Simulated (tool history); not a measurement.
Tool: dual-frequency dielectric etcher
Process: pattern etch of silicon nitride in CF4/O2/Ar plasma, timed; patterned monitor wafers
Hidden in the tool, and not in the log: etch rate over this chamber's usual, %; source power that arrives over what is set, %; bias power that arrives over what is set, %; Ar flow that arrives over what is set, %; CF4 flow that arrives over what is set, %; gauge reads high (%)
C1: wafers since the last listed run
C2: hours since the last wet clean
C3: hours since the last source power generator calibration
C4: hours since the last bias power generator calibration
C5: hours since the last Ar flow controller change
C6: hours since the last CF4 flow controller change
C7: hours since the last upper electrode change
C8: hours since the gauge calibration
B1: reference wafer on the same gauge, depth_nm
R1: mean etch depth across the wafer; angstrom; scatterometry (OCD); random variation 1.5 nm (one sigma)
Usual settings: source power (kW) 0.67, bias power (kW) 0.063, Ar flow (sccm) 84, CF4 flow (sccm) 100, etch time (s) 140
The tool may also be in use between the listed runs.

Run 1, day 0: usual settings but Ar flow (sccm) 77, etch time (s) 100.5; C1 0; C2 567.3; C3 209.8; C4 428.6; C5 1823; C6 82.7; C7 2475.3; C8 2248.6; B1 414.6. Result: R1 3055 angstrom.
At day 2.321: wet clean of the chamber.
Run 2, day 2.342: usual settings but source power (kW) 0.61, CF4 flow (sccm) 87, etch time (s) 123; C1 281; C2 0.5; C3 266; C4 484.8; C5 1879.2; C6 138.9; C7 2531.5; C8 2304.8; B1 414.4. Result: R1 3383 angstrom.
Run 3, day 6.346: usual settings but bias power (kW) 0.053, CF4 flow (sccm) 123; C1 838; C2 96.6; C3 362.1; C4 580.9; C5 1975.3; C6 235; C7 2627.6; C8 2400.9; B1 415.3. Result: R1 3775 angstrom.
Run 4, day 8.833: usual settings but CF4 flow (sccm) 76; C1 521; C2 156.3; C3 421.8; C4 640.6; C5 2035; C6 294.7; C7 2687.3; C8 2460.6; B1 414.7. Result: R1 4086 angstrom.
At day 10.596: gauge calibrated.
Run 5, day 11.233: usual settings but source power (kW) 0.83, bias power (kW) 0.057, CF4 flow (sccm) 84; C1 502; C2 213.9; C3 479.4; C4 698.2; C5 2092.6; C6 352.3; C7 2744.9; C8 15.3; B1 415.1. Result: R1 4410 angstrom.
Run 6, day 14.004: usual settings but CF4 flow (sccm) 85; C1 580; C2 280.4; C3 545.9; C4 764.7; C5 2159.1; C6 418.8; C7 2811.4; C8 81.8; B1 414.6. Result: R1 4111 angstrom.
Run 7, day 15.779: usual settings but bias power (kW) 0.052, Ar flow (sccm) 96; C1 371; C2 323; C3 588.5; C4 807.3; C5 2201.7; C6 461.4; C7 2854; C8 124.4; B1 414.8. Result: R1 3641 angstrom.
Run 8, day 19.175: usual settings but Ar flow (sccm) 90, etch time (s) 121.5; C1 711; C2 404.5; C3 670; C4 888.8; C5 2283.2; C6 542.9; C7 2935.5; C8 205.9; B1 414.7. Result: R1 3598 angstrom.
Run 9, day 22.888: usual settings but bias power (kW) 0.055, CF4 flow (sccm) 125; C1 777; C2 493.6; C3 759.1; C4 977.9; C5 2372.3; C6 632; C7 3024.6; C8 295; B1 415.1. Result: R1 3926 angstrom.
At day 25.404: Ar flow controller replaced.
Run 10, day 27.196: usual settings but source power (kW) 0.81; C1 850; C2 597; C3 862.5; C4 1081.3; C5 43; C6 735.4; C7 3128; C8 398.4; B1 414.7. Result: R1 4720 angstrom.
At day 29.138: wet clean of the chamber.
Run 11, day 30.138: usual settings but source power (kW) 0.56, bias power (kW) 0.052, Ar flow (sccm) 79, CF4 flow (sccm) 116; C1 406; C2 24; C3 933.1; C4 1151.9; C5 113.6; C6 806; C7 3198.6; C8 469; B1 415.5. Result: R1 3359 angstrom.
At day 31.733: upper electrode replaced.
Run 12, day 33.575: usual settings but Ar flow (sccm) 69, etch time (s) 98; C1 510; C2 106.5; C3 1015.6; C4 1234.4; C5 196.1; C6 888.5; C7 44.2; C8 551.5; B1 414.9. Result: R1 2958 angstrom.
Run 13, day 35.754: usual settings but CF4 flow (sccm) 85; C1 456; C2 158.8; C3 1067.9; C4 1286.7; C5 248.4; C6 940.8; C7 96.5; C8 603.8; B1 415.6. Result: R1 4102 angstrom.
Run 14, day 38.225: usual settings but source power (kW) 0.52, etch time (s) 164; C1 517; C2 218.1; C3 1127.2; C4 1346; C5 307.7; C6 1000.1; C7 155.8; C8 663.1; B1 415.6. Result: R1 4225 angstrom.
Run 15, day 42.442: usual settings but Ar flow (sccm) 98; C1 883; C2 319.3; C3 1228.4; C4 1447.2; C5 408.9; C6 1101.3; C7 257; C8 764.3; B1 414.5. Result: R1 4091 angstrom.
Run 16, day 46.529: usual settings; C1 856; C2 417.4; C3 1326.5; C4 1545.3; C5 507; C6 1199.4; C7 355.1; C8 862.4; B1 415.1. Result: R1 4201 angstrom.
Run 17, day 49.433: usual settings but source power (kW) 0.62, bias power (kW) 0.054, CF4 flow (sccm) 76, etch time (s) 105.5; C1 608; C2 487.1; C3 1396.2; C4 1615; C5 576.7; C6 1269.1; C7 424.8; C8 932.1; B1 415. Result: R1 2723 angstrom.
Run 18, day 52.588: usual settings but source power (kW) 0.63; C1 660; C2 562.8; C3 1471.9; C4 1690.7; C5 652.4; C6 1344.8; C7 500.5; C8 1007.8; B1 415.1. Result: R1 4061 angstrom.
Run 19, day 56.479: usual settings but Ar flow (sccm) 64; C1 815; C2 656.2; C3 1565.3; C4 1784.1; C5 745.8; C6 1438.2; C7 593.9; C8 1101.2; B1 415.1. Result: R1 4364 angstrom.
At day 58.242: wet clean of the chamber.
Run 20, day 58.992: usual settings but source power (kW) 0.75, CF4 flow (sccm) 112; C1 316; C2 18; C3 1625.6; C4 1844.4; C5 806.1; C6 1498.5; C7 654.2; C8 1161.5; B1 414.9. Result: R1 4430 angstrom.
Run 21, day 60.5: usual settings; C1 315; C2 54.2; C3 1661.8; C4 1880.6; C5 842.3; C6 1534.7; C7 690.4; C8 1197.7; B1 414.5. Result: R1 4115 angstrom.
Run 22, day 63.933: usual settings but bias power (kW) 0.074; C1 719; C2 136.6; C3 1744.2; C4 1963; C5 924.7; C6 1617.1; C7 772.8; C8 1280.1; B1 414.5. Result: R1 4487 angstrom.

Forecast each of these 3 alternatives for the next run:
Run A, day 63.954: usual settings; C1 4; C2 137.1; C3 1744.7; C4 1963.5; C5 925.2; C6 1617.6; C7 773.3; C8 1280.6; B1 ?. Result: R1 ?.
Run B, day 63.954: usual settings but source power (kW) 0.83, Ar flow (sccm) 101, etch time (s) 176.5; C1 4; C2 137.1; C3 1744.7; C4 1963.5; C5 925.2; C6 1617.6; C7 773.3; C8 1280.6; B1 ?. Result: R1 ?.
Run C, day 63.954: usual settings but Ar flow (sccm) 72, etch time (s) 102.5; C1 4; C2 137.1; C3 1744.7; C4 1963.5; C5 925.2; C6 1617.6; C7 773.3; C8 1280.6; B1 ?. Result: R1 ?.

run     B1    R1
  A  414.6  4109
  B  414.6  5777
  C  414.6  3056
Without the tool's hidden state the same runs would have given:
run    R1
  A  4087
  B  5746
  C  3040
